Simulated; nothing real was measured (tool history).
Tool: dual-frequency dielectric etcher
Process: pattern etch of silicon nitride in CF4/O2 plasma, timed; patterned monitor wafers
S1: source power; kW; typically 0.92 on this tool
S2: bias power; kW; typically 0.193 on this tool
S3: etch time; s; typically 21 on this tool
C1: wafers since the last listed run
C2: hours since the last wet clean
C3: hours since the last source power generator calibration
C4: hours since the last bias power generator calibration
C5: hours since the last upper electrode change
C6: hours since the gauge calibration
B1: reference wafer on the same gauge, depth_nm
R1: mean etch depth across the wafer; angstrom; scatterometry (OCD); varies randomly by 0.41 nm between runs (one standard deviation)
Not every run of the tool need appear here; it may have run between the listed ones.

{"run": 1, "hour": 0.0, "S1": 0.92, "S2": 0.193, "S3": 21, "C1": 0, "C2": 367.9, "C3": 4424, "C4": 2182, "C5": 1877.9, "C6": 944.7, "B1": 77.5, "R1": 739}
{"run": 2, "hour": 48.2, "S1": 0.92, "S2": 0.193, "S3": 19.5, "C1": 799, "C2": 416.1, "C3": 4472.2, "C4": 2230.2, "C5": 1926.1, "C6": 992.9, "B1": 77.6, "R1": 688}
{"hour": 75.2, "done": "wet clean of the chamber"}
{"run": 3, "hour": 119.1, "S1": 0.92, "S2": 0.193, "S3": 21, "C1": 777, "C2": 43.9, "C3": 4543.1, "C4": 2301.1, "C5": 1997, "C6": 1063.8, "B1": 77.4, "R1": 739}
{"run": 4, "hour": 177.0, "S1": 0.92, "S2": 0.193, "S3": 21, "C1": 960, "C2": 101.8, "C3": 4601, "C4": 2359, "C5": 2054.9, "C6": 1121.7, "B1": 77.3, "R1": 744}
{"run": 5, "hour": 239.1, "S1": 0.92, "S2": 0.193, "S3": 21, "C1": 1029, "C2": 163.9, "C3": 4663.1, "C4": 2421.1, "C5": 2117, "C6": 1183.8, "B1": 77.4, "R1": 733}
{"run": 6, "hour": 297.2, "S1": 0.92, "S2": 0.193, "S3": 21, "C1": 963, "C2": 222, "C3": 4721.2, "C4": 2479.2, "C5": 2175.1, "C6": 1241.9, "B1": 77.4, "R1": 736}
{"run": 7, "hour": 362.1, "S1": 0.92, "S2": 0.193, "S3": 24, "C1": 1076, "C2": 286.9, "C3": 4786.1, "C4": 2544.1, "C5": 2240, "C6": 1306.8, "B1": 77.4, "R1": 832}
{"run": 8, "hour": 405.1, "S1": 0.92, "S2": 0.193, "S3": 21, "C1": 712, "C2": 329.9, "C3": 4829.1, "C4": 2587.1, "C5": 2283, "C6": 1349.8, "B1": 77.4, "R1": 734}
{"hour": 426.6, "done": "bias power generator calibrated"}
{"run": 9, "hour": 464.7, "S1": 0.92, "S2": 0.193, "S3": 21, "C1": 921, "C2": 389.5, "C3": 4888.7, "C4": 38.1, "C5": 2342.6, "C6": 1409.4, "B1": 77.5, "R1": 732}
{"hour": 508.0, "done": "wet clean of the chamber"}
{"run": 10, "hour": 508.5, "S1": 0.92, "S2": 0.193, "S3": 21, "C1": 328, "C2": 0.5, "C3": 4932.5, "C4": 81.9, "C5": 2386.4, "C6": 1453.2, "B1": 77.4, "R1": 723}
{"run": 11, "hour": 554.0, "S1": 0.76, "S2": 0.178, "S3": 21, "C1": 754, "C2": 46, "C3": 4978, "C4": 127.4, "C5": 2431.9, "C6": 1498.7, "B1": 77.5, "R1": 581}
{"run": 12, "hour": 586.6, "S1": 1.01, "S2": 0.209, "S3": 16, "C1": 540, "C2": 78.6, "C3": 5010.6, "C4": 160, "C5": 2464.5, "C6": 1531.3, "B1": 77.6, "R1": 624}
{"run": 13, "hour": 653.7, "S1": 1.1, "S2": 0.16, "S3": 21, "C1": 1112, "C2": 145.7, "C3": 5077.7, "C4": 227.1, "C5": 2531.6, "C6": 1598.4, "B1": 77.3, "R1": 814}
{"hour": 709.8, "done": "upper electrode replaced"}
{"run": 14, "hour": 710.3, "S1": 0.85, "S2": 0.232, "S3": 16.5, "C1": 540, "C2": 202.3, "C3": 5134.3, "C4": 283.7, "C5": 0.5, "C6": 1655, "B1": 77.2, "R1": 555}
{"run": 15, "hour": 745.9, "S1": 0.92, "S2": 0.166, "S3": 21, "C1": 590, "C2": 237.9, "C3": 5169.9, "C4": 319.3, "C5": 36.1, "C6": 1690.6, "B1": 77.4, "R1": 693}
{"run": 16, "hour": 801.7, "S1": 1.08, "S2": 0.179, "S3": 24, "C1": 925, "C2": 293.7, "C3": 5225.7, "C4": 375.1, "C5": 91.9, "C6": 1746.4, "B1": 77.2, "R1": 951}
{"run": 17, "hour": 869.9, "S1": 0.92, "S2": 0.156, "S3": 19.5, "C1": 1130, "C2": 361.9, "C3": 5293.9, "C4": 443.3, "C5": 160.1, "C6": 1814.6, "B1": 77.3, "R1": 631}
{"hour": 892.4, "done": "source power generator calibrated"}
{"hour": 916.6, "done": "wet clean of the chamber"}
{"run": 18, "hour": 1064.1, "S1": 0.92, "S2": 0.193, "S3": 27.5, "C1": 2755, "C2": 147.5, "C3": 171.7, "C4": 637.5, "C5": 354.3, "C6": 2008.8, "B1": 77.2, "R1": 995}
{"run": 19, "hour": 1092.6, "S1": 0.92, "S2": 0.193, "S3": 21, "C1": 472, "C2": 176, "C3": 200.2, "C4": 666, "C5": 382.8, "C6": 2037.3, "B1": 77.4, "R1": 764}
{"hour": 1094.1, "done": "gauge calibrated"}
{"run": 20, "hour": 1117.6, "S1": 1.1, "S2": 0.163, "S3": 16, "C1": 414, "C2": 201, "C3": 225.2, "C4": 691, "C5": 407.8, "C6": 23.5, "B1": 77.3, "R1": 661}
{"run": 21, "hour": 1145.4, "S1": 0.92, "S2": 0.193, "S3": 21, "C1": 460, "C2": 228.8, "C3": 253, "C4": 718.8, "C5": 435.6, "C6": 51.3, "B1": 77.3, "R1": 767}
{"run": 22, "hour": 1210.2, "S1": 0.92, "S2": 0.193, "S3": 18, "C1": 1074, "C2": 293.6, "C3": 317.8, "C4": 783.6, "C5": 500.4, "C6": 116.1, "B1": 77.4, "R1": 654}
{"run": 23, "hour": 1250.6, "S1": 0.92, "S2": 0.193, "S3": 21, "C1": 669, "C2": 334, "C3": 358.2, "C4": 824, "C5": 540.8, "C6": 156.5, "B1": 77.4, "R1": 759}
{"run": 24, "hour": 1298.4, "S1": 0.77, "S2": 0.148, "S3": 17, "C1": 792, "C2": 381.8, "C3": 406, "C4": 871.8, "C5": 588.6, "C6": 204.3, "B1": 77.5, "R1": 476}
{"run": 25, "hour": 1339.7, "S1": 0.77, "S2": 0.179, "S3": 24.5, "C1": 684, "C2": 423.1, "C3": 447.3, "C4": 913.1, "C5": 629.9, "C6": 245.6, "B1": 77.3, "R1": 714}
{"run": 26, "hour": 1368.1, "S1": 1.08, "S2": 0.176, "S3": 21, "C1": 470, "C2": 451.5, "C3": 475.7, "C4": 941.5, "C5": 658.3, "C6": 274, "B1": 77.4, "R1": 874}
{"hour": 1406.7, "done": "wet clean of the chamber"}
{"run": 27, "hour": 1413.0, "S1": 0.92, "S2": 0.175, "S3": 24, "C1": 346, "C2": 6.3, "C3": 520.6, "C4": 986.4, "C5": 703.2, "C6": 318.9, "B1": 77.5, "R1": 847}
{"run": 28, "hour": 1449.3, "S1": 0.75, "S2": 0.193, "S3": 27.5, "C1": 601, "C2": 42.6, "C3": 556.9, "C4": 1022.7, "C5": 739.5, "C6": 355.2, "B1": 77.4, "R1": 810}
{"run": 29, "hour": 1502.6, "S1": 0.92, "S2": 0.193, "S3": 21, "C1": 883, "C2": 95.9, "C3": 610.2, "C4": 1076, "C5": 792.8, "C6": 408.5, "B1": 77.5, "R1": 760}

What if the next run were any one of these 5? Each begins from the tool's condition after run 29:
{"run": "A", "hour": 1503.0, "S1": 0.92, "S2": 0.216, "S3": 21, "C1": 6, "C2": 96.3, "C3": 610.6, "C4": 1076.4, "C5": 793.2, "C6": 408.9, "B1": "?", "R1": "?"}
{"run": "B", "hour": 1503.0, "S1": 0.92, "S2": 0.193, "S3": 26, "C1": 6, "C2": 96.3, "C3": 610.6, "C4": 1076.4, "C5": 793.2, "C6": 408.9, "B1": "?", "R1": "?"}
{"run": "C", "hour": 1503.0, "S1": 0.78, "S2": 0.169, "S3": 24, "C1": 6, "C2": 96.3, "C3": 610.6, "C4": 1076.4, "C5": 793.2, "C6": 408.9, "B1": "?", "R1": "?"}
{"run": "D", "hour": 1503.0, "S1": 0.75, "S2": 0.177, "S3": 24, "C1": 6, "C2": 96.3, "C3": 610.6, "C4": 1076.4, "C5": 793.2, "C6": 408.9, "B1": "?", "R1": "?"}
{"run": "E", "hour": 1503.0, "S1": 0.99, "S2": 0.193, "S3": 24.5, "C1": 6, "C2": 96.3, "C3": 610.6, "C4": 1076.4, "C5": 793.2, "C6": 408.9, "B1": "?", "R1": "?"}

run=A B1=77.3 R1=794
run=B B1=77.3 R1=950
run=C B1=77.3 R1=709
run=D B1=77.3 R1=690
run=E B1=77.3 R1=964
Had the tool no hidden state, the same runs would have come out as:
run=A R1=798
run=B R1=954
run=C R1=712
run=D R1=693
run=E R1=969
